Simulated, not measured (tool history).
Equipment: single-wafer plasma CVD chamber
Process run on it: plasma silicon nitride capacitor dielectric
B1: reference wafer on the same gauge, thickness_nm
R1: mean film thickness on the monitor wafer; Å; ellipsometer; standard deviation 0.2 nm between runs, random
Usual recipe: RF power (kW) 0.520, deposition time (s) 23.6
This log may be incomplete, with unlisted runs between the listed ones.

Run 1, hour 0.0: usual settings but RF power (kW) 0.550, deposition time (s) 25.1; B1 31.777. Result: R1 425.01 Å.
Run 2, hour 53.5: usual settings but deposition time (s) 20.0; B1 31.770. Result: R1 330.46 Å.
Run 3, hour 96.0: usual settings but deposition time (s) 20.0; B1 31.827. Result: R1 330.99 Å.
Run 4, hour 166.6: usual settings; B1 31.829. Result: R1 388.43 Å.
Run 5, hour 228.8: usual settings; B1 31.783. Result: R1 390.49 Å.
Run 6, hour 275.9: usual settings; B1 31.808. Result: R1 392.73 Å.
Run 7, hour 382.4: usual settings; B1 31.778. Result: R1 390.58 Å.
Run 8, hour 431.5: usual settings; B1 31.750. Result: R1 391.59 Å.
Run 9, hour 494.3: usual settings but deposition time (s) 20.9; B1 31.780. Result: R1 344.16 Å.
Run 10, hour 637.1: usual settings but deposition time (s) 20.9; B1 31.883. Result: R1 349.45 Å.
At hour 688.9: showerhead replaced.
Run 11, hour 689.5: usual settings but deposition time (s) 20.9; B1 31.787. Result: R1 345.95 Å.
At hour 705.9: RF generator calibrated.
Run 12, hour 743.7: usual settings but RF power (kW) 0.495; B1 31.875. Result: R1 381.16 Å.
Run 13, hour 773.4: usual settings but RF power (kW) 0.495; B1 31.825. Result: R1 382.39 Å.
Run 14, hour 821.1: usual settings but RF power (kW) 0.575; B1 31.873. Result: R1 400.27 Å.
Run 15, hour 875.2: usual settings but RF power (kW) 0.545, deposition time (s) 21.0; B1 31.792. Result: R1 353.63 Å.
Run 16, hour 917.8: usual settings; B1 31.822. Result: R1 388.02 Å.
Run 17, hour 954.4: usual settings but RF power (kW) 0.550, deposition time (s) 25.1; B1 31.713. Result: R1 420.96 Å.
At hour 1052.4: gauge calibrated.
Run 18, hour 1108.6: usual settings but RF power (kW) 0.470, deposition time (s) 27.8; B1 31.795. Result: R1 444.25 Å.
Run 19, hour 1139.8: usual settings but RF power (kW) 0.470, deposition time (s) 26.1; B1 31.736. Result: R1 413.51 Å.
Run 20, hour 1175.9: usual settings but deposition time (s) 20.9; B1 31.776. Result: R1 347.20 Å.

Predict the results of run 21:
Run 21, hour 1214.8: usual settings but RF power (kW) 0.420, deposition time (s) 19.6; B1 ?. Result: R1 ?.

B1: 31.817
R1: 297.71 Å
Minus the tool's unlogged condition, the same run would have read R1 297.71 Å.
